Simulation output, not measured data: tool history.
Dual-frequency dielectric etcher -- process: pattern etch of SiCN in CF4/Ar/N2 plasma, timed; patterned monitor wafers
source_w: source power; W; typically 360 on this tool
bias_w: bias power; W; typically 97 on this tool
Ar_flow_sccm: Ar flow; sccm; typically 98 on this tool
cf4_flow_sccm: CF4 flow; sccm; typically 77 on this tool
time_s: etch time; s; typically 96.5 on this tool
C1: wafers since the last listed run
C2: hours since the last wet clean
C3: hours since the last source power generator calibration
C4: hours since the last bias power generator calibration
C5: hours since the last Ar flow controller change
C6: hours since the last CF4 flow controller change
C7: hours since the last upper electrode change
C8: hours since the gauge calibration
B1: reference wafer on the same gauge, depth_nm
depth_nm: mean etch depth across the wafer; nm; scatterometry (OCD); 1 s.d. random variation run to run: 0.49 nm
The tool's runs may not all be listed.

Run 1, day 0: usual settings but cf4_flow_sccm 69 sccm; C1 0; C2 424.9; C3 0.5; C4 3260; C5 1577.8; C6 3647.9; C7 6.7; C8 200.1; B1 71.1. Result: depth_nm 74.8 nm.
At day 0.588: Ar flow controller replaced.
Run 2, day 0.608: usual settings; C1 58; C2 439.5; C3 15.1; C4 3274.6; C5 0.5; C6 3662.5; C7 21.3; C8 214.7; B1 71. Result: depth_nm 74.6 nm.
At day 0.904: bias power generator calibrated.
At day 1.112: gauge calibrated.
At day 2: wet clean of the chamber.
Run 3, day 2.021: usual settings; C1 40; C2 0.5; C3 49; C4 26.8; C5 34.4; C6 3696.4; C7 55.2; C8 21.8; B1 71.1. Result: depth_nm 78.4 nm.
Run 4, day 2.038: usual settings but source_w 380 W; C1 2; C2 0.9; C3 49.4; C4 27.2; C5 34.8; C6 3696.8; C7 55.6; C8 22.2; B1 71.1. Result: depth_nm 85.7 nm.
Run 5, day 2.512: usual settings but Ar_flow_sccm 106 sccm; C1 78; C2 12.3; C3 60.8; C4 38.6; C5 46.2; C6 3708.2; C7 67; C8 33.6; B1 71. Result: depth_nm 77.6 nm.
Run 6, day 2.917: usual settings but bias_w 83 W, Ar_flow_sccm 87 sccm, cf4_flow_sccm 88 sccm; C1 66; C2 22; C3 70.5; C4 48.3; C5 55.9; C6 3717.9; C7 76.7; C8 43.3; B1 71. Result: depth_nm 76.3 nm.
Run 7, day 3.321: usual settings but time_s 84.5 s; C1 66; C2 31.7; C3 80.2; C4 58; C5 65.6; C6 3727.6; C7 86.4; C8 53; B1 71. Result: depth_nm 67.8 nm.
Run 8, day 3.971: usual settings; C1 106; C2 47.3; C3 95.8; C4 73.6; C5 81.2; C6 3743.2; C7 102; C8 68.6; B1 70.9. Result: depth_nm 78.4 nm.
Run 9, day 4.596: usual settings but source_w 330 W, bias_w 119 W, time_s 106 s; C1 102; C2 62.3; C3 110.8; C4 88.6; C5 96.2; C6 3758.2; C7 117; C8 83.6; B1 71.1. Result: depth_nm 75.5 nm.
Run 10, day 5.192: usual settings but Ar_flow_sccm 80 sccm, cf4_flow_sccm 95 sccm; C1 97; C2 76.6; C3 125.1; C4 102.9; C5 110.5; C6 3772.5; C7 131.3; C8 97.9; B1 70.8. Result: depth_nm 80.2 nm.
At day 6: CF4 flow controller replaced.
Run 11, day 6.021: usual settings but Ar_flow_sccm 118 sccm, cf4_flow_sccm 83 sccm, time_s 111.5 s; C1 95; C2 96.5; C3 145; C4 122.8; C5 130.4; C6 0.5; C7 151.2; C8 117.8; B1 71.2. Result: depth_nm 89.1 nm.
Run 12, day 6.15: usual settings; C1 21; C2 99.6; C3 148.1; C4 125.9; C5 133.5; C6 3.6; C7 154.3; C8 120.9; B1 71. Result: depth_nm 78 nm.
Run 13, day 6.742: usual settings but source_w 440 W, bias_w 114 W, cf4_flow_sccm 92 sccm, time_s 71 s; C1 97; C2 113.8; C3 162.3; C4 140.1; C5 147.7; C6 17.8; C7 168.5; C8 135.1; B1 71. Result: depth_nm 84.6 nm.
Run 14, day 7.483: usual settings but Ar_flow_sccm 106 sccm, cf4_flow_sccm 91 sccm, time_s 116.5 s; C1 121; C2 131.6; C3 180.1; C4 157.9; C5 165.5; C6 35.6; C7 186.3; C8 152.9; B1 71. Result: depth_nm 94.2 nm.
Run 15, day 8.067: usual settings; C1 95; C2 145.6; C3 194.1; C4 171.9; C5 179.5; C6 49.6; C7 200.3; C8 166.9; B1 71. Result: depth_nm 76.7 nm.
Run 16, day 8.671: usual settings but time_s 120 s; C1 99; C2 160.1; C3 208.6; C4 186.4; C5 194; C6 64.1; C7 214.8; C8 181.4; B1 71.1. Result: depth_nm 94.9 nm.
At day 8.892: gauge calibrated.
Run 17, day 8.921: usual settings; C1 41; C2 166.1; C3 214.6; C4 192.4; C5 200; C6 70.1; C7 220.8; C8 0.7; B1 71.1. Result: depth_nm 77 nm.
Run 18, day 9.325: usual settings; C1 66; C2 175.8; C3 224.3; C4 202.1; C5 209.7; C6 79.8; C7 230.5; C8 10.4; B1 70.8. Result: depth_nm 76.7 nm.
Run 19, day 9.583: usual settings but source_w 280 W, Ar_flow_sccm 118 sccm, time_s 80 s; C1 42; C2 182; C3 230.5; C4 208.3; C5 215.9; C6 86; C7 236.7; C8 16.6; B1 71. Result: depth_nm 36.1 nm.
Run 20, day 10.046: usual settings but Ar_flow_sccm 113 sccm, cf4_flow_sccm 59 sccm, time_s 124.5 s; C1 76; C2 193.1; C3 241.6; C4 219.4; C5 227; C6 97.1; C7 247.8; C8 27.7; B1 70.9. Result: depth_nm 95.3 nm.
Run 21, day 10.746: usual settings but cf4_flow_sccm 59 sccm, time_s 119 s; C1 115; C2 209.9; C3 258.4; C4 236.2; C5 243.8; C6 113.9; C7 264.6; C8 44.5; B1 70.9. Result: depth_nm 91.9 nm.

4 options for the next run, each taken on its own from the tool as it stands now. Forecast them:
Run A, day 10.762: usual settings but source_w 300 W; C1 2; C2 210.3; C3 258.8; C4 236.6; C5 244.2; C6 114.3; C7 265; C8 44.9; B1 ?. Result: depth_nm ?.
Run B, day 10.762: usual settings but source_w 330 W, cf4_flow_sccm 96 sccm; C1 2; C2 210.3; C3 258.8; C4 236.6; C5 244.2; C6 114.3; C7 265; C8 44.9; B1 ?. Result: depth_nm ?.
Run C, day 10.762: usual settings but source_w 270 W, bias_w 107 W, Ar_flow_sccm 106 sccm, cf4_flow_sccm 88 sccm; C1 2; C2 210.3; C3 258.8; C4 236.6; C5 244.2; C6 114.3; C7 265; C8 44.9; B1 ?. Result: depth_nm ?.
Run D, day 10.762: usual settings but source_w 310 W, time_s 119 s; C1 2; C2 210.3; C3 258.8; C4 236.6; C5 244.2; C6 114.3; C7 265; C8 44.9; B1 ?. Result: depth_nm ?.

run  B1  depth_nm
  A  71      52.2
  B  71      65.4
  C  71        41
  D  71      69.3
Without the tool's hidden state the same runs would have given:
run  depth_nm
  A      53.2
  B      66.7
  C      41.8
  D      70.7

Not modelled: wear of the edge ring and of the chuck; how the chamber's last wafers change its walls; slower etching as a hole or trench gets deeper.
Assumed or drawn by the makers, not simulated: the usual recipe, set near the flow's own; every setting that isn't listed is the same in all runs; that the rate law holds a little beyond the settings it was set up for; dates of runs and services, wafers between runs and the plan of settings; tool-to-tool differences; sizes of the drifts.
